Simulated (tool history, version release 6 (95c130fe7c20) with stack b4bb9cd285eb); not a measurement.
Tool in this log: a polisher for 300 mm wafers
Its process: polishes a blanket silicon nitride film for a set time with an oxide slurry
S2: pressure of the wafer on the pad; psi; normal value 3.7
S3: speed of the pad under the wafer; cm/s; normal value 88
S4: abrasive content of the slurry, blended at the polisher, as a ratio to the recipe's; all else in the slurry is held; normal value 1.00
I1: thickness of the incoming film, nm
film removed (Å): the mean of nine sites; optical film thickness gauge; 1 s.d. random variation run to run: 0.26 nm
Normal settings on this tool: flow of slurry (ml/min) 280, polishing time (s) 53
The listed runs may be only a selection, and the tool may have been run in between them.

run 1 hour=0.0 | flow_of_slurry_(ml/min)=280 S2=3.7 S3=104 S4=1.00 polishing_time_(s)=53 | I1=369.9 | film_removed_(Å)=341
-- hour=93.7 worn pad replaced by a new one
run 2 hour=101.3 | flow_of_slurry_(ml/min)=280 S2=3.7 S3=104 S4=1.00 polishing_time_(s)=53 | I1=370.8 | film_removed_(Å)=338
-- hour=122.1 slurry blender recalibrated
run 3 hour=137.0 | flow_of_slurry_(ml/min)=280 S2=3.7 S3=88 S4=1.00 polishing_time_(s)=41 | I1=372.4 | film_removed_(Å)=225
run 4 hour=206.4 | flow_of_slurry_(ml/min)=280 S2=3.7 S3=88 S4=1.00 polishing_time_(s)=53 | I1=371.8 | film_removed_(Å)=300
run 5 hour=269.6 | flow_of_slurry_(ml/min)=280 S2=3.7 S3=88 S4=1.15 polishing_time_(s)=63 | I1=366.0 | film_removed_(Å)=377
run 6 hour=296.0 | flow_of_slurry_(ml/min)=280 S2=3.7 S3=88 S4=1.15 polishing_time_(s)=63 | I1=370.8 | film_removed_(Å)=375
-- hour=313.8 slurry nozzle cleaned
-- hour=323.4 conditioning disc replaced and pad reconditioned
run 7 hour=324.8 | flow_of_slurry_(ml/min)=280 S2=3.7 S3=88 S4=1.00 polishing_time_(s)=53 | I1=375.6 | film_removed_(Å)=298
-- hour=341.7 head pressure recalibrated
-- hour=380.4 worn pad replaced by a new one
run 8 hour=380.9 | flow_of_slurry_(ml/min)=280 S2=3.7 S3=88 S4=1.00 polishing_time_(s)=53 | I1=363.8 | film_removed_(Å)=297
run 9 hour=428.1 | flow_of_slurry_(ml/min)=280 S2=3.7 S3=88 S4=1.00 polishing_time_(s)=53 | I1=375.5 | film_removed_(Å)=300
-- hour=445.6 slurry blender recalibrated
run 10 hour=472.9 | flow_of_slurry_(ml/min)=280 S2=3.7 S3=88 S4=1.00 polishing_time_(s)=53 | I1=373.7 | film_removed_(Å)=298
run 11 hour=512.8 | flow_of_slurry_(ml/min)=235 S2=3.7 S3=88 S4=0.90 polishing_time_(s)=53 | I1=375.7 | film_removed_(Å)=273
run 12 hour=569.3 | flow_of_slurry_(ml/min)=280 S2=3.7 S3=74 S4=1.20 polishing_time_(s)=39 | I1=370.2 | film_removed_(Å)=208
run 13 hour=631.7 | flow_of_slurry_(ml/min)=340 S2=3.7 S3=104 S4=1.00 polishing_time_(s)=53 | I1=367.7 | film_removed_(Å)=341
-- hour=678.7 worn pad replaced by a new one
run 14 hour=679.2 | flow_of_slurry_(ml/min)=280 S2=3.7 S3=88 S4=1.00 polishing_time_(s)=53 | I1=372.1 | film_removed_(Å)=296
run 15 hour=712.7 | flow_of_slurry_(ml/min)=280 S2=3.7 S3=80 S4=1.25 polishing_time_(s)=53 | I1=369.4 | film_removed_(Å)=305
-- hour=734.4 slurry blender recalibrated
run 16 hour=747.1 | flow_of_slurry_(ml/min)=320 S2=3.3 S3=88 S4=0.90 polishing_time_(s)=40 | I1=372.5 | film_removed_(Å)=200
run 17 hour=811.7 | flow_of_slurry_(ml/min)=280 S2=3.7 S3=88 S4=1.20 polishing_time_(s)=60 | I1=369.2 | film_removed_(Å)=369
-- hour=815.8 conditioning disc replaced and pad reconditioned
run 18 hour=835.8 | flow_of_slurry_(ml/min)=280 S2=3.7 S3=60 S4=1.15 polishing_time_(s)=58 | I1=375.7 | film_removed_(Å)=260
-- hour=951.6 slurry nozzle cleaned
-- hour=985.9 worn pad replaced by a new one
run 19 hour=1018.7 | flow_of_slurry_(ml/min)=280 S2=4.6 S3=104 S4=1.00 polishing_time_(s)=53 | I1=368.7 | film_removed_(Å)=396
-- hour=1024.1 slurry blender recalibrated
run 20 hour=1060.6 | flow_of_slurry_(ml/min)=280 S2=4.6 S3=104 S4=1.00 polishing_time_(s)=53 | I1=366.1 | film_removed_(Å)=402
run 21 hour=1118.6 | flow_of_slurry_(ml/min)=215 S2=2.5 S3=88 S4=1.25 polishing_time_(s)=53 | I1=368.1 | film_removed_(Å)=244
run 22 hour=1187.8 | flow_of_slurry_(ml/min)=280 S2=2.9 S3=78 S4=1.00 polishing_time_(s)=53 | I1=363.4 | film_removed_(Å)=228
run 23 hour=1230.9 | flow_of_slurry_(ml/min)=220 S2=3.7 S3=88 S4=1.15 polishing_time_(s)=38 | I1=374.8 | film_removed_(Å)=223
run 24 hour=1273.0 | flow_of_slurry_(ml/min)=280 S2=3.7 S3=88 S4=1.00 polishing_time_(s)=53 | I1=366.5 | film_removed_(Å)=298
run 25 hour=1306.4 | flow_of_slurry_(ml/min)=280 S2=3.7 S3=110 S4=1.00 polishing_time_(s)=53 | I1=367.1 | film_removed_(Å)=356

Alternative continuations, all from the tool just after run 25; predict every row:
run A hour=1306.8 | flow_of_slurry_(ml/min)=280 S2=3.7 S3=88 S4=1.00 polishing_time_(s)=53 | I1=369.3 | film_removed_(Å)=?
run B hour=1306.8 | flow_of_slurry_(ml/min)=280 S2=3.7 S3=102 S4=1.00 polishing_time_(s)=39 | I1=369.3 | film_removed_(Å)=?
run C hour=1306.8 | flow_of_slurry_(ml/min)=280 S2=4.6 S3=88 S4=0.75 polishing_time_(s)=63 | I1=369.3 | film_removed_(Å)=?
run D hour=1306.8 | flow_of_slurry_(ml/min)=280 S2=4.6 S3=88 S4=0.70 polishing_time_(s)=53 | I1=369.3 | film_removed_(Å)=?

run=A film_removed_(Å)=301
run=B film_removed_(Å)=249
run=C film_removed_(Å)=359
run=D film_removed_(Å)=290
What these runs would have given with no unlogged condition in the tool:
run=A film_removed_(Å)=301
run=B film_removed_(Å)=249
run=C film_removed_(Å)=359
run=D film_removed_(Å)=290

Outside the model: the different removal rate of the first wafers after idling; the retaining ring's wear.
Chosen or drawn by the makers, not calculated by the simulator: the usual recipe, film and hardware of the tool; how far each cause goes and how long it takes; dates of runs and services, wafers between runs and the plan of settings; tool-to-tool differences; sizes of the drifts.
